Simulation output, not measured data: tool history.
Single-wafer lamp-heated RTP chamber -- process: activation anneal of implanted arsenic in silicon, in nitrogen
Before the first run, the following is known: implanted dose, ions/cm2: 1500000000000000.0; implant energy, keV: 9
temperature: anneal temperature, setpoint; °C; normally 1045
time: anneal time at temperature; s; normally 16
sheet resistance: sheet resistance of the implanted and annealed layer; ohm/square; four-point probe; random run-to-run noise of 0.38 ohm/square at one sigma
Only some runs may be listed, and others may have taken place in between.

run    hour  temperature  time  wafers since the last listed run  wafers since the last pyrometer calibration  wafers since the reflector plate was cleaned  hours since the gauge calibration  read-back reference wafer on the same gauge, sheet resistance  sheet resistance
  1     0.0         1045    16                                 0                                         1340                                         10905                             1550.4                                                         107.09            101.20
  2    37.3         1036    16                               519                                         1859                                         11425                             1587.7                                                         107.28            106.25
       87.1  -- reflector plate cleaned
  3    95.7         1036    16                               701                                         2561                                           119                             1646.1                                                         106.97            106.01
  4   128.3         1058    22                               453                                         3015                                           573                             1678.7                                                         107.06             88.62
  5   194.6         1045    16                               923                                         3938                                          1496                             1745.0                                                         106.94            100.04
  6   246.9         1045    16                               728                                         4666                                          2225                             1797.3                                                         106.95             99.28
      398.4  -- pyrometer window cleaned and pyrometer calibrated
  7   417.3         1064    16                              2261                                          263                                          4486                             1967.7                                                         107.05             91.80
  8   484.8         1060    16                               939                                         1203                                          5426                             2035.2                                                         107.02             93.08
  9   514.0         1060    16                               406                                         1610                                          5833                             2064.4                                                         107.17             92.93
 10   561.4         1060    16                               660                                         2270                                          6493                             2111.8                                                         107.05             93.43
 11   585.5         1030    22                               335                                         2605                                          6828                             2135.9                                                         106.90            101.98
 12   653.7         1045    16                               949                                         3555                                          7778                             2204.1                                                         106.96             99.54
 13   719.5         1045    16                               916                                         4471                                          8694                             2269.9                                                         107.26             99.65
 14   785.3         1045    16                               916                                         5388                                          9611                             2335.7                                                         106.99             99.05
      795.7  -- reflector plate cleaned
 15   839.9         1045    12                               648                                         6037                                           616                             2390.3                                                         106.98            103.87
 16   898.1         1028    19                               810                                         6847                                          1426                             2448.5                                                         106.98            102.64
 17   963.7         1045    16                               913                                         7761                                          2340                             2514.1                                                         106.88             95.77
      978.3  -- pyrometer window cleaned and pyrometer calibrated
 18  1000.0         1045    24                               394                                          302                                          2734                             2550.4                                                         107.19             92.96
 19  1080.4         1045    10                              1119                                         1422                                          3853                             2630.8                                                         107.12            112.41
 20  1120.3         1068    10                               555                                         1977                                          4409                             2670.7                                                         106.83             99.21
 21  1179.4         1045    16                               822                                         2800                                          5232                             2729.8                                                         106.95            101.30
 22  1221.5         1045     7                               586                                         3387                                          5818                             2771.9                                                         107.00            120.43
     1232.6  -- gauge calibrated
 23  1255.1         1027     9                               467                                         3855                                          6286                               22.5                                                         107.17            127.53
 24  1313.8         1070     8                               817                                         4672                                          7103                               81.2                                                         106.83            101.19
 25  1357.8         1053    10                               612                                         5285                                          7716                              125.2                                                         106.95            105.50
     1451.0  -- pyrometer window cleaned and pyrometer calibrated
 26  1516.8         1045    16                              2102                                          916                                          9819                              284.2                                                         106.88            101.27
     1564.5  -- reflector plate cleaned
 27  1586.7         1065    19                               861                                         1777                                           308                              354.1                                                         106.98             88.84
 28  1618.9         1045    24                               448                                         2226                                           756                              386.3                                                         107.10             92.79
 29  1662.4         1030    22                               605                                         2832                                          1362                              429.8                                                         106.94            101.92
 30  1701.5         1070     9                               544                                         3376                                          1907                              468.9                                                         107.00             99.21
 31  1745.8         1030    19                               616                                         3993                                          2524                              513.2                                                         107.02            105.69
 32  1856.7         1075     9                              1544                                         5537                                          4068                              624.1                                                         107.23             95.74
 33  1885.1         1063     8                               395                                         5933                                          4463                              652.5                                                         106.84            104.80
 34  1935.9         1019     7                               707                                         6640                                          5171                              703.3                                                         107.10            137.04
     1992.5  -- pyrometer window cleaned and pyrometer calibrated
 35  1993.0         1045     9                               683                                            7                                          5854                              760.4                                                         106.96            114.99
 36  2062.7         1020    25                               970                                          978                                          6825                              830.1                                                         106.87            105.48

Here are 5 independent what-if runs from the current tool condition. What would each one return?
  A  2063.1         1045    16                                 5                                          983                                          6831                              830.5                                                              ?                 ?
  B  2063.1         1035    12                                 5                                          983                                          6831                              830.5                                                              ?                 ?
  C  2063.1         1070    20                                 5                                          983                                          6831                              830.5                                                              ?                 ?
  D  2063.1         1064     8                                 5                                          983                                          6831                              830.5                                                              ?                 ?
  E  2063.1         1029    10                                 5                                          983                                          6831                              830.5                                                              ?                 ?

run  read-back reference wafer on the same gauge, sheet resistance  sheet resistance
  A                                                         106.93            101.17
  B                                                         106.93            114.56
  C                                                         106.93             85.78
  D                                                         106.93            106.12
  E                                                         106.93            123.97
Take away the tool's hidden state, keep each run's random variation, and the runs would have read:
run  sheet resistance
  A            101.81
  B            115.37
  C             86.17
  D            106.73
  E            124.84
